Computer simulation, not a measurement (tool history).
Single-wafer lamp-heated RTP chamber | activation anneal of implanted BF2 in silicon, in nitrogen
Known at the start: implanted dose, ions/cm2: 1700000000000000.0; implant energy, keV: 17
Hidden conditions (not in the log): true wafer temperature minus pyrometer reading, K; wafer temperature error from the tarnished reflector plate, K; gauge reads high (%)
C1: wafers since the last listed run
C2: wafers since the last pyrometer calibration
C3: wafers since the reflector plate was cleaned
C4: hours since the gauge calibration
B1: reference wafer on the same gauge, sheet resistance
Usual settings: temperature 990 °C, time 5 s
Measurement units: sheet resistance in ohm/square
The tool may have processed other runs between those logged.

{"run": 1, "hour": 0.0, "temperature": 990, "time": 5, "C1": 0, "C2": 1730, "C3": 6440, "C4": 303.8, "B1": 295.03, "sheet resistance": 248.75}
{"run": 2, "hour": 14.9, "temperature": 990, "time": 6, "C1": 278, "C2": 2008, "C3": 6718, "C4": 318.7, "B1": 295.13, "sheet resistance": 245.07}
{"run": 3, "hour": 23.6, "temperature": 990, "time": 6, "C1": 162, "C2": 2171, "C3": 6881, "C4": 327.4, "B1": 294.97, "sheet resistance": 244.42}
{"run": 4, "hour": 29.9, "temperature": 990, "time": 6, "C1": 117, "C2": 2288, "C3": 6998, "C4": 333.7, "B1": 294.86, "sheet resistance": 244.13}
{"run": 5, "hour": 41.3, "temperature": 990, "time": 5, "C1": 212, "C2": 2501, "C3": 7211, "C4": 345.1, "B1": 294.75, "sheet resistance": 248.56}
{"hour": 50.3, "done": "pyrometer window cleaned and pyrometer calibrated"}
{"run": 6, "hour": 58.9, "temperature": 990, "time": 5, "C1": 179, "C2": 160, "C3": 7390, "C4": 362.7, "B1": 294.66, "sheet resistance": 250.13}
{"run": 7, "hour": 68.2, "temperature": 990, "time": 5, "C1": 173, "C2": 334, "C3": 7564, "C4": 372, "B1": 294.98, "sheet resistance": 248.3}
{"run": 8, "hour": 74.9, "temperature": 990, "time": 5, "C1": 125, "C2": 459, "C3": 7689, "C4": 378.7, "B1": 295.16, "sheet resistance": 248.63}
{"run": 9, "hour": 84.3, "temperature": 990, "time": 5, "C1": 175, "C2": 634, "C3": 7865, "C4": 388.1, "B1": 295.06, "sheet resistance": 248.47}
{"run": 10, "hour": 91.8, "temperature": 990, "time": 5, "C1": 140, "C2": 775, "C3": 8005, "C4": 395.6, "B1": 295.22, "sheet resistance": 248.4}
{"run": 11, "hour": 101.6, "temperature": 990, "time": 5, "C1": 183, "C2": 958, "C3": 8188, "C4": 405.4, "B1": 294.91, "sheet resistance": 246.92}
{"run": 12, "hour": 108.1, "temperature": 990, "time": 5, "C1": 121, "C2": 1079, "C3": 8310, "C4": 411.9, "B1": 295.03, "sheet resistance": 247.53}
{"run": 13, "hour": 123.2, "temperature": 998, "time": 5, "C1": 282, "C2": 1361, "C3": 8592, "C4": 427, "B1": 295.06, "sheet resistance": 235.92}
{"hour": 136.2, "done": "gauge calibrated"}
{"run": 14, "hour": 137.2, "temperature": 990, "time": 5, "C1": 261, "C2": 1623, "C3": 8853, "C4": 1, "B1": 294.99, "sheet resistance": 247.17}
{"run": 15, "hour": 153.3, "temperature": 990, "time": 5, "C1": 300, "C2": 1923, "C3": 9154, "C4": 17.1, "B1": 295.01, "sheet resistance": 246.58}
{"hour": 169.6, "done": "pyrometer window cleaned and pyrometer calibrated"}
{"run": 16, "hour": 170.1, "temperature": 990, "time": 3, "C1": 164, "C2": 9, "C3": 9318, "C4": 33.9, "B1": 294.99, "sheet resistance": 257.84}
{"run": 17, "hour": 172.8, "temperature": 974, "time": 5, "C1": 50, "C2": 59, "C3": 9369, "C4": 36.6, "B1": 295.14, "sheet resistance": 272.75}
{"run": 18, "hour": 180.5, "temperature": 1013, "time": 3, "C1": 143, "C2": 203, "C3": 9513, "C4": 44.3, "B1": 294.91, "sheet resistance": 227.03}
{"hour": 198.2, "done": "reflector plate cleaned"}
{"run": 19, "hour": 198.7, "temperature": 1015, "time": 4, "C1": 190, "C2": 393, "C3": 8, "C4": 62.5, "B1": 294.95, "sheet resistance": 221.77}
{"run": 20, "hour": 212.8, "temperature": 1003, "time": 3, "C1": 263, "C2": 657, "C3": 272, "C4": 76.6, "B1": 294.61, "sheet resistance": 242.67}
{"run": 21, "hour": 221.4, "temperature": 1006, "time": 4, "C1": 160, "C2": 818, "C3": 432, "C4": 85.2, "B1": 295.22, "sheet resistance": 235.28}
{"run": 22, "hour": 237.5, "temperature": 990, "time": 7, "C1": 300, "C2": 1118, "C3": 733, "C4": 101.3, "B1": 295.06, "sheet resistance": 246.09}
{"run": 23, "hour": 253.8, "temperature": 990, "time": 5, "C1": 304, "C2": 1423, "C3": 1038, "C4": 117.6, "B1": 295.27, "sheet resistance": 252.14}
{"run": 24, "hour": 263.0, "temperature": 990, "time": 5, "C1": 171, "C2": 1595, "C3": 1209, "C4": 126.8, "B1": 294.92, "sheet resistance": 252.83}
{"run": 25, "hour": 276.5, "temperature": 979, "time": 3, "C1": 252, "C2": 1847, "C3": 1462, "C4": 140.3, "B1": 294.83, "sheet resistance": 276.17}
{"run": 26, "hour": 287.5, "temperature": 990, "time": 4, "C1": 205, "C2": 2052, "C3": 1667, "C4": 151.3, "B1": 295.01, "sheet resistance": 256.41}
{"run": 27, "hour": 304.6, "temperature": 990, "time": 8, "C1": 319, "C2": 2372, "C3": 1986, "C4": 168.4, "B1": 295.28, "sheet resistance": 240.43}
{"hour": 324.7, "done": "pyrometer window cleaned and pyrometer calibrated"}
{"run": 28, "hour": 325.2, "temperature": 1003, "time": 7, "C1": 235, "C2": 9, "C3": 2222, "C4": 189, "B1": 294.83, "sheet resistance": 224.04}
{"run": 29, "hour": 331.6, "temperature": 1003, "time": 3, "C1": 119, "C2": 128, "C3": 2341, "C4": 195.4, "B1": 294.78, "sheet resistance": 243.36}
{"run": 30, "hour": 347.6, "temperature": 990, "time": 5, "C1": 298, "C2": 427, "C3": 2640, "C4": 211.4, "B1": 295.46, "sheet resistance": 250.93}
{"run": 31, "hour": 356.5, "temperature": 962, "time": 6, "C1": 166, "C2": 593, "C3": 2807, "C4": 220.3, "B1": 295.12, "sheet resistance": 292.98}
{"run": 32, "hour": 373.3, "temperature": 990, "time": 5, "C1": 313, "C2": 907, "C3": 3120, "C4": 237.1, "B1": 295.11, "sheet resistance": 250.38}
{"run": 33, "hour": 384.9, "temperature": 965, "time": 7, "C1": 216, "C2": 1124, "C3": 3337, "C4": 248.7, "B1": 294.76, "sheet resistance": 285.75}
{"run": 34, "hour": 394.3, "temperature": 978, "time": 5, "C1": 175, "C2": 1299, "C3": 3513, "C4": 258.1, "B1": 294.71, "sheet resistance": 270.1}
{"run": 35, "hour": 404.6, "temperature": 1013, "time": 3, "C1": 192, "C2": 1492, "C3": 3705, "C4": 268.4, "B1": 295.07, "sheet resistance": 230.34}
{"run": 36, "hour": 412.5, "temperature": 969, "time": 5, "C1": 147, "C2": 1639, "C3": 3853, "C4": 276.3, "B1": 295.17, "sheet resistance": 283.89}

Results for each run, recomputed without the tool's hidden state and with each run's random variation untouched:
run=1 sheet_resistance=252.97
run=2 sheet_resistance=249.59
run=3 sheet_resistance=249.03
run=4 sheet_resistance=248.8
run=5 sheet_resistance=253.23
run=6 sheet_resistance=255.03
run=7 sheet_resistance=253.26
run=8 sheet_resistance=253.67
run=9 sheet_resistance=253.62
run=10 sheet_resistance=253.63
run=11 sheet_resistance=252.23
run=12 sheet_resistance=252.92
run=13 sheet_resistance=241.27
run=14 sheet_resistance=252.88
run=15 sheet_resistance=252.45
run=16 sheet_resistance=263.46
run=17 sheet_resistance=279.46
run=18 sheet_resistance=232.15
run=19 sheet_resistance=222.22
run=20 sheet_resistance=243.24
run=21 sheet_resistance=235.97
run=22 sheet_resistance=247.1
run=23 sheet_resistance=253.27
run=24 sheet_resistance=254.07
run=25 sheet_resistance=277.53
run=26 sheet_resistance=257.86
run=27 sheet_resistance=242.25
run=28 sheet_resistance=225.96
run=29 sheet_resistance=245.08
run=30 sheet_resistance=253.1
run=31 sheet_resistance=295.69
run=32 sheet_resistance=252.83
run=33 sheet_resistance=288.87
run=34 sheet_resistance=272.99
run=35 sheet_resistance=232.65
run=36 sheet_resistance=287.14
